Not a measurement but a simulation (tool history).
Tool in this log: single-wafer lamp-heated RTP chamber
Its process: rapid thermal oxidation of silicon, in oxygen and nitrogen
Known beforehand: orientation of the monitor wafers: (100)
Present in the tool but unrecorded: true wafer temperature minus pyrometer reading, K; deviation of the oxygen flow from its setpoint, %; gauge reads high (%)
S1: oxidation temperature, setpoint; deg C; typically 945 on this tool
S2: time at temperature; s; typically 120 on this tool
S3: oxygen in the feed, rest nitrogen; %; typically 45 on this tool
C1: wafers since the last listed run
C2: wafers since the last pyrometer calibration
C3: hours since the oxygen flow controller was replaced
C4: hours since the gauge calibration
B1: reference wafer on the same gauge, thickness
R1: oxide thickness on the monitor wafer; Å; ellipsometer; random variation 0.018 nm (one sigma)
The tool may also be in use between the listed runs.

Run 1, hour 0.0: usual settings; C1 0; C2 459; C3 1758.1; C4 183.2; B1 4.510. Result: R1 39.04 Å.
Run 2, hour 26.1: usual settings; C1 249; C2 708; C3 1784.2; C4 209.3; B1 4.506. Result: R1 38.74 Å.
Run 3, hour 67.3: usual settings; C1 393; C2 1101; C3 1825.4; C4 250.5; B1 4.510. Result: R1 39.25 Å.
Run 4, hour 133.8: usual settings; C1 634; C2 1736; C3 1891.9; C4 317.0; B1 4.510. Result: R1 39.68 Å.
Run 5, hour 166.6: usual settings; C1 313; C2 2049; C3 1924.7; C4 349.8; B1 4.509. Result: R1 39.20 Å.
Run 6, hour 191.3: usual settings; C1 235; C2 2285; C3 1949.4; C4 374.5; B1 4.511. Result: R1 39.66 Å.
Run 7, hour 242.2: usual settings but S1 968 deg C, S3 25 %; C1 485; C2 2771; C3 2000.3; C4 425.4; B1 4.513. Result: R1 38.53 Å.
Run 8, hour 278.3: usual settings but S2 76 s; C1 344; C2 3115; C3 2036.4; C4 461.5; B1 4.509. Result: R1 33.13 Å.
At hour 304.5: pyrometer window cleaned and pyrometer calibrated.
Run 9, hour 353.3: usual settings but S2 76 s; C1 639; C2 465; C3 2111.4; C4 536.5; B1 4.509. Result: R1 32.86 Å.
Run 10, hour 413.2: usual settings but S2 76 s; C1 571; C2 1037; C3 2171.3; C4 596.4; B1 4.511. Result: R1 33.29 Å.
Run 11, hour 441.1: usual settings; C1 266; C2 1303; C3 2199.2; C4 624.3; B1 4.509. Result: R1 39.48 Å.
Run 12, hour 477.1: usual settings but S1 924 deg C; C1 343; C2 1647; C3 2235.2; C4 660.3; B1 4.513. Result: R1 34.40 Å.
Run 13, hour 534.0: usual settings but S1 924 deg C; C1 543; C2 2190; C3 2292.1; C4 717.2; B1 4.512. Result: R1 34.20 Å.
Run 14, hour 604.3: usual settings but S2 97 s, S3 54 %; C1 670; C2 2861; C3 2362.4; C4 787.5; B1 4.509. Result: R1 38.07 Å.
Run 15, hour 639.1: usual settings but S2 97 s, S3 54 %; C1 332; C2 3193; C3 2397.2; C4 822.3; B1 4.514. Result: R1 38.59 Å.
At hour 670.8: pyrometer window cleaned and pyrometer calibrated.
Run 16, hour 676.9: usual settings; C1 284; C2 58; C3 2435.0; C4 860.1; B1 4.511. Result: R1 38.43 Å.
At hour 742.6: gauge calibrated.
Run 17, hour 764.3: usual settings but S3 66 %; C1 834; C2 892; C3 2522.4; C4 21.7; B1 4.510. Result: R1 44.06 Å.
Run 18, hour 834.4: usual settings but S2 157 s; C1 669; C2 1561; C3 2592.5; C4 91.8; B1 4.509. Result: R1 43.75 Å.
Run 19, hour 892.6: usual settings but S1 925 deg C; C1 555; C2 2116; C3 2650.7; C4 150.0; B1 4.507. Result: R1 34.42 Å.
Run 20, hour 963.3: usual settings; C1 674; C2 2791; C3 2721.4; C4 220.7; B1 4.506. Result: R1 39.21 Å.
At hour 974.6: pyrometer window cleaned and pyrometer calibrated.
Run 21, hour 1000.0: usual settings but S1 955 deg C, S2 68 s, S3 71 %; C1 273; C2 242; C3 2758.1; C4 257.4; B1 4.507. Result: R1 37.87 Å.
Run 22, hour 1028.8: usual settings but S2 82 s, S3 27 %; C1 274; C2 517; C3 2786.9; C4 286.2; B1 4.510. Result: R1 30.02 Å.

Estimate the outcome of run 23 from the log above:
Run 23, hour 1086.9: usual settings; C1 554; C2 1072; C3 2845.0; C4 344.3; B1 ?. Result: R1 ?.

B1: 4.513
R1: 39.50 Å
Minus the tool's unlogged condition, the same run would have read R1 38.75 Å.
